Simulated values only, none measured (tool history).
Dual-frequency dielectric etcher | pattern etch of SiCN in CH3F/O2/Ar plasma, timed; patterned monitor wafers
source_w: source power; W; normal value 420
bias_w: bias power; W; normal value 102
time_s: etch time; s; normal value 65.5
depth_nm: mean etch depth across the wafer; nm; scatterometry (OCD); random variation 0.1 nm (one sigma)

| run | day | source_w | bias_w | time_s | wafers since the last listed run | hours since the last wet clean | hours since the last source power generator calibration | hours since the last bias power generator calibration | hours since the last upper electrode change | hours since the gauge calibration | read-back reference wafer on the same gauge, depth_nm | depth_nm |
|---|---|---|---|---|---|---|---|---|---|---|---|---|
| 1 | 0.000 | 420 | 102 | 65.5 | 0 | 571.1 | 3927.4 | 1481.4 | 4647.6 | 49.4 | 27.52 | 24.30 |
| 2 | 0.671 | 420 | 102 | 65.5 | 158 | 587.2 | 3943.5 | 1497.5 | 4663.7 | 65.5 | 27.49 | 24.33 |
| 3 | 1.217 | 420 | 102 | 65.5 | 128 | 600.3 | 3956.6 | 1510.6 | 4676.8 | 78.6 | 27.50 | 24.34 |
| 4 | 1.892 | 380 | 102 | 70.5 | 159 | 616.5 | 3972.8 | 1526.8 | 4693.0 | 94.8 | 27.50 | 25.20 |
| 5 | 2.162 | 420 | 102 | 78.0 | 64 | 623.0 | 3979.3 | 1533.3 | 4699.5 | 101.3 | 27.49 | 28.84 |
| 6 | 2.579 | 420 | 102 | 78.0 | 98 | 633.0 | 3989.3 | 1543.3 | 4709.5 | 111.3 | 27.47 | 28.73 |
|  | 3.708 | upper electrode replaced |
| 7 | 3.729 | 420 | 102 | 78.0 | 35 | 660.6 | 4016.9 | 1570.9 | 0.5 | 138.9 | 27.48 | 28.92 |
| 8 | 3.742 | 420 | 102 | 65.5 | 2 | 660.9 | 4017.2 | 1571.2 | 0.8 | 139.2 | 27.48 | 24.06 |
|  | 4.004 | gauge calibrated |
|  | 4.021 | source power generator calibrated |
|  | 4.996 | wet clean of the chamber |
| 9 | 5.017 | 420 | 102 | 65.5 | 31 | 0.5 | 23.9 | 1601.8 | 31.4 | 24.3 | 27.48 | 25.85 |
| 10 | 5.029 | 420 | 102 | 65.5 | 2 | 0.8 | 24.2 | 1602.1 | 31.7 | 24.6 | 27.53 | 25.81 |
| 11 | 5.046 | 420 | 82 | 65.5 | 3 | 1.2 | 24.6 | 1602.5 | 32.1 | 25.0 | 27.52 | 24.01 |
| 12 | 5.262 | 420 | 91 | 65.5 | 51 | 6.4 | 29.8 | 1607.7 | 37.3 | 30.2 | 27.49 | 24.72 |
| 13 | 5.517 | 420 | 102 | 48.5 | 60 | 12.5 | 35.9 | 1613.8 | 43.4 | 36.3 | 27.51 | 18.89 |
|  | 5.933 | bias power generator calibrated |
| 14 | 6.004 | 450 | 102 | 65.5 | 75 | 24.2 | 47.6 | 1.7 | 55.1 | 48.0 | 27.50 | 26.46 |
| 15 | 6.467 | 420 | 102 | 49.0 | 109 | 35.3 | 58.7 | 12.8 | 66.2 | 59.1 | 27.48 | 19.01 |
| 16 | 7.104 | 420 | 102 | 78.0 | 150 | 50.6 | 74.0 | 28.1 | 81.5 | 74.4 | 27.52 | 30.42 |
| 17 | 7.783 | 380 | 102 | 70.5 | 160 | 66.9 | 90.3 | 44.4 | 97.8 | 90.7 | 27.50 | 26.39 |
| 18 | 8.146 | 390 | 80 | 65.5 | 85 | 75.6 | 99.0 | 53.1 | 106.5 | 99.4 | 27.48 | 22.74 |
| 19 | 8.654 | 420 | 102 | 65.5 | 120 | 87.8 | 111.2 | 65.3 | 118.7 | 111.6 | 27.50 | 25.66 |
| 20 | 8.962 | 420 | 102 | 65.5 | 72 | 95.2 | 118.6 | 72.7 | 126.1 | 119.0 | 27.50 | 25.64 |
| 21 | 9.425 | 390 | 81 | 83.0 | 109 | 106.3 | 129.7 | 83.8 | 137.2 | 130.1 | 27.48 | 29.08 |
| 22 | 9.833 | 500 | 122 | 65.5 | 96 | 116.1 | 139.5 | 93.6 | 147.0 | 139.9 | 27.52 | 29.21 |

3 options for the next run, each taken on its own from the tool as it stands now. Forecast them:
| A | 9.850 | 420 | 102 | 65.5 | 3 | 116.5 | 139.9 | 94.0 | 147.4 | 140.3 | ? | ? |
| B | 9.850 | 380 | 114 | 75.0 | 3 | 116.5 | 139.9 | 94.0 | 147.4 | 140.3 | ? | ? |
| C | 9.850 | 510 | 77 | 71.5 | 3 | 116.5 | 139.9 | 94.0 | 147.4 | 140.3 | ? | ? |

| run | read-back reference wafer on the same gauge, depth_nm | depth_nm |
|---|---|---|
| A | 27.48 | 25.28 |
| B | 27.48 | 28.78 |
| C | 27.48 | 27.40 |
Without the tool's hidden state the same runs would have given:
| run | depth_nm |
|---|---|
| A | 25.33 |
| B | 28.84 |
| C | 27.46 |
